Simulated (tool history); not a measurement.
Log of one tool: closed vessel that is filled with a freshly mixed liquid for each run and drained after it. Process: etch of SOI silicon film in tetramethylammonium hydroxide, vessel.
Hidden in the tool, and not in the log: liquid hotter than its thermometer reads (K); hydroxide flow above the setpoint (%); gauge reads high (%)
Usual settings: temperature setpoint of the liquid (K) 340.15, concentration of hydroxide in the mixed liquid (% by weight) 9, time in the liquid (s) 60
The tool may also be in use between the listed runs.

| run | day | temperature setpoint of the liquid (K) | concentration of hydroxide in the mixed liquid (% by weight) | time in the liquid (s) | wafers since the last listed run | hours since the thermometer was replaced | hours since the hydroxide flow meter was replaced | hours since the gauge calibration | read-back film thickness of the SOI silicon film reference wafer, read on the same gauge (nm) | thickness taken off the SOI silicon film on a monitor wafer (nm) |
|---|---|---|---|---|---|---|---|---|---|---|
| 1 | 0 | 340.15 | 9 | 60 | 0 | 1616.9 | 46.8 | 1151.4 | 140.01 | 396.39 |
| 2 | 0.696 | 340.15 | 9 | 50 | 1491 | 1633.6 | 63.5 | 1168.1 | 140 | 329.67 |
| 3 | 1.496 | 340.15 | 9 | 60 | 1714 | 1652.8 | 82.7 | 1187.3 | 139.96 | 397.51 |
| 4 | 2.25 | 340.15 | 9 | 60 | 1616 | 1670.9 | 100.8 | 1205.4 | 140.01 | 400.83 |
|  | 3.992 | thermometer replaced |
| 5 | 4.479 | 340.15 | 9 | 60 | 4688 | 11.7 | 154.3 | 1258.9 | 139.98 | 378.07 |
| 6 | 5.358 | 340.15 | 9 | 60 | 1884 | 32.8 | 175.4 | 1280 | 140 | 378.59 |
| 7 | 6.479 | 338.65 | 9 | 60 | 2402 | 59.7 | 202.3 | 1306.9 | 139.98 | 347.16 |
| 8 | 7.392 | 340.15 | 9 | 60 | 1955 | 81.6 | 224.2 | 1328.8 | 140.02 | 379.3 |
| 9 | 8.738 | 340.15 | 9 | 60 | 2884 | 113.9 | 256.5 | 1361.1 | 140.01 | 373.34 |
| 10 | 9.758 | 340.15 | 8 | 60 | 2188 | 138.4 | 281 | 1385.6 | 139.99 | 395.06 |
| 11 | 10.654 | 346.65 | 7 | 40 | 1920 | 159.9 | 302.5 | 1407.1 | 140.02 | 400.4 |
| 12 | 11.367 | 340.15 | 10.5 | 45 | 1527 | 177 | 319.6 | 1424.2 | 140.02 | 267.41 |
| 13 | 12.042 | 340.15 | 9 | 60 | 1446 | 193.2 | 335.8 | 1440.4 | 139.99 | 372.27 |
| 14 | 15.771 | 347.65 | 7.5 | 30 | 7993 | 282.7 | 425.3 | 1529.9 | 139.99 | 311.73 |
| 15 | 16.304 | 340.15 | 10 | 60 | 1143 | 295.5 | 438.1 | 1542.7 | 140.01 | 362.05 |
| 16 | 17.783 | 340.15 | 7.5 | 60 | 3170 | 331 | 473.6 | 1578.2 | 140.03 | 402.13 |
| 17 | 19.833 | 340.15 | 9 | 60 | 4394 | 380.2 | 522.8 | 1627.4 | 139.99 | 374.82 |
| 18 | 21.079 | 340.15 | 9 | 60 | 2670 | 410.1 | 552.7 | 1657.3 | 140 | 377.64 |
|  | 21.812 | gauge calibrated |
| 19 | 22.3 | 340.15 | 9 | 60 | 2616 | 439.4 | 582 | 11.7 | 140.01 | 375.11 |
| 20 | 26.758 | 340.15 | 9 | 60 | 9556 | 546.4 | 689 | 118.7 | 140.03 | 380.48 |
| 21 | 27.383 | 340.15 | 9 | 60 | 1339 | 561.4 | 704 | 133.7 | 140 | 375.1 |
| 22 | 28.429 | 347.65 | 9 | 30 | 2241 | 586.5 | 729.1 | 158.8 | 140.02 | 290.82 |
| 23 | 29.2 | 337.65 | 10.5 | 40 | 1652 | 605 | 747.6 | 177.3 | 140.03 | 204.87 |
| 24 | 30.196 | 334.15 | 11 | 85 | 2134 | 628.9 | 771.5 | 201.2 | 140 | 346.51 |
| 25 | 31.658 | 340.15 | 11.5 | 60 | 3134 | 664 | 806.6 | 236.3 | 140 | 342.69 |
| 26 | 32.304 | 337.65 | 9 | 60 | 1384 | 679.5 | 822.1 | 251.8 | 140 | 324.39 |
| 27 | 33.096 | 334.65 | 7 | 60 | 1696 | 698.5 | 841.1 | 270.8 | 140 | 291.42 |
| 28 | 34.417 | 340.15 | 9 | 60 | 2831 | 730.2 | 872.8 | 302.5 | 139.99 | 373.68 |
| 29 | 35.312 | 345.65 | 8 | 60 | 1920 | 751.7 | 894.3 | 324 | 139.99 | 548.94 |
| 30 | 36.421 | 340.15 | 11 | 45 | 2375 | 778.3 | 920.9 | 350.6 | 140 | 262.65 |
| 31 | 37.158 | 334.15 | 9 | 60 | 1580 | 796 | 938.6 | 368.3 | 140.04 | 260.81 |
| 32 | 37.992 | 336.65 | 6.5 | 85 | 1786 | 816 | 958.6 | 388.3 | 139.98 | 485.26 |
| 33 | 39.383 | 340.15 | 9 | 60 | 2983 | 849.4 | 992 | 421.7 | 140 | 375.75 |
| 34 | 40.525 | 336.15 | 9.5 | 30 | 2447 | 876.8 | 1019.4 | 449.1 | 139.99 | 145.18 |

4 ways to go on from here, each from the tool as it stands after run 34. What would each give?
| A | 40.554 | 340.15 | 9 | 60 | 62 | 877.5 | 1020.1 | 449.8 | ? | ? |
| B | 40.554 | 334.15 | 7 | 95 | 62 | 877.5 | 1020.1 | 449.8 | ? | ? |
| C | 40.554 | 345.15 | 7.5 | 60 | 62 | 877.5 | 1020.1 | 449.8 | ? | ? |
| D | 40.554 | 340.15 | 9 | 40 | 62 | 877.5 | 1020.1 | 449.8 | ? | ? |

| run | read-back film thickness of the SOI silicon film reference wafer, read on the same gauge (nm) | thickness taken off the SOI silicon film on a monitor wafer (nm) |
|---|---|---|
| A | 140.01 | 379.92 |
| B | 140.01 | 455.66 |
| C | 140.01 | 544.03 |
| D | 140.01 | 253.28 |
Without the tool's hidden state the same runs would have given:
| run | thickness taken off the SOI silicon film on a monitor wafer (nm) |
|---|---|
| A | 381.79 |
| B | 453.62 |
| C | 543.57 |
| D | 254.53 |

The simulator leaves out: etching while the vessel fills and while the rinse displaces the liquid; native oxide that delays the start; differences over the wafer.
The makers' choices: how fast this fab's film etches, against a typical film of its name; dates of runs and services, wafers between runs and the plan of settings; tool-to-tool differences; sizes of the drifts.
